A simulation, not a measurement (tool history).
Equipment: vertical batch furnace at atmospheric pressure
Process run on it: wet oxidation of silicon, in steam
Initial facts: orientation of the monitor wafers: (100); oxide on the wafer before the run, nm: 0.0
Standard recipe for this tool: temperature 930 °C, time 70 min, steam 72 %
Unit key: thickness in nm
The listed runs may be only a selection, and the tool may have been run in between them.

run    hour  temperature  time  steam  wafers since the last listed run  hours since the last temperature calibration  hours since the steam generator was serviced  hours since the gauge calibration  read-back reference wafer on the same gauge, thickness  thickness
  1       0          930    70     77                                 0                                        2578.9                                        1652.4                             1088.5                                                  206.52     201.18
  2    36.6          930    70     77                               588                                        2615.5                                          1689                             1125.1                                                  205.85     200.03
  3    74.8          924    70     72                               613                                        2653.7                                        1727.2                             1163.3                                                  206.04     177.24
  4   141.1          924    70     72                              1065                                          2720                                        1793.5                             1229.6                                                  205.48     175.72
  5   206.1          930  77.5     72                              1044                                          2785                                        1858.5                             1294.6                                                   206.3     202.59
  6   267.6          930  77.5     72                               988                                        2846.5                                          1920                             1356.1                                                  205.89     202.16
  7   316.7          930  77.5     72                               788                                        2895.6                                        1969.1                             1405.2                                                  206.19     202.82
  8   382.2          949    70     72                              1052                                        2961.1                                        2034.6                             1470.7                                                  205.75     228.11
  9     441          930    70     72                               944                                        3019.9                                        2093.4                             1529.5                                                   206.2     185.41
      522.7  -- thermocouples replaced and temperature profile calibrated
 10   523.2          930    70     72                               935                                           0.5                                        2175.6                             1611.7                                                  206.12     183.75
      543.1  -- gauge calibrated
 11   554.5          930    70     72                               502                                          31.8                                        2206.9                               11.4                                                  205.96     184.42
 12   603.4          930    70     72                               785                                          80.7                                        2255.8                               60.3                                                  205.91     183.33
 13   635.4          930    70     72                               514                                         112.7                                        2287.8                               92.3                                                  205.72     183.58
 14   680.6          944    93     76                               726                                         157.9                                          2333                              137.5                                                  205.99     277.35
 15   734.4          910    70     67                               864                                         211.7                                        2386.8                              191.3                                                  205.71     135.37
 16   798.1          930    70     72                              1023                                         275.4                                        2450.5                                255                                                  206.11     180.84
 17   865.4          910    89     81                              1081                                         342.7                                        2517.8                              322.3                                                  206.23      195.4
 18   934.5          930  40.5     72                              1110                                         411.8                                        2586.9                              391.4                                                  205.91     110.32
     1000.4  -- steam generator serviced
 19  1000.9          950  43.5     72                               681                                         478.2                                           0.5                              457.8                                                  205.78     163.02
 20  1027.5          941    79     72                               427                                         504.8                                          27.1                              484.4                                                  206.01      243.1
 21  1062.1          920  51.5     67                               555                                         539.4                                          61.7                                519                                                  205.89     125.99
 22  1089.7          930    70     72                               443                                           567                                          89.3                              546.6                                                   205.5     195.43
 23  1158.4          908    48     64                              1103                                         635.7                                           158                              615.3                                                  206.19      96.61
 24  1199.6          919    53     72                               661                                         676.9                                         199.2                              656.5                                                  206.22     135.38
 25  1249.7          940    70     76                               805                                           727                                         249.3                              706.6                                                  206.03     226.15
 26  1281.8          918    70     62                               515                                         759.1                                         281.4                              738.7                                                  206.14     149.18

Estimate the outcome of run 27 from the log above:
 27  1331.3          953    96     80                               795                                         808.6                                         330.9                              788.2                                                       ?          ?

Logged for run 27: read-back reference wafer on the same gauge, thickness 205.96, thickness 343.23 nm.
If the tool had no hidden condition, the same run with the same run-to-run variation would have returned thickness 344.5 nm.

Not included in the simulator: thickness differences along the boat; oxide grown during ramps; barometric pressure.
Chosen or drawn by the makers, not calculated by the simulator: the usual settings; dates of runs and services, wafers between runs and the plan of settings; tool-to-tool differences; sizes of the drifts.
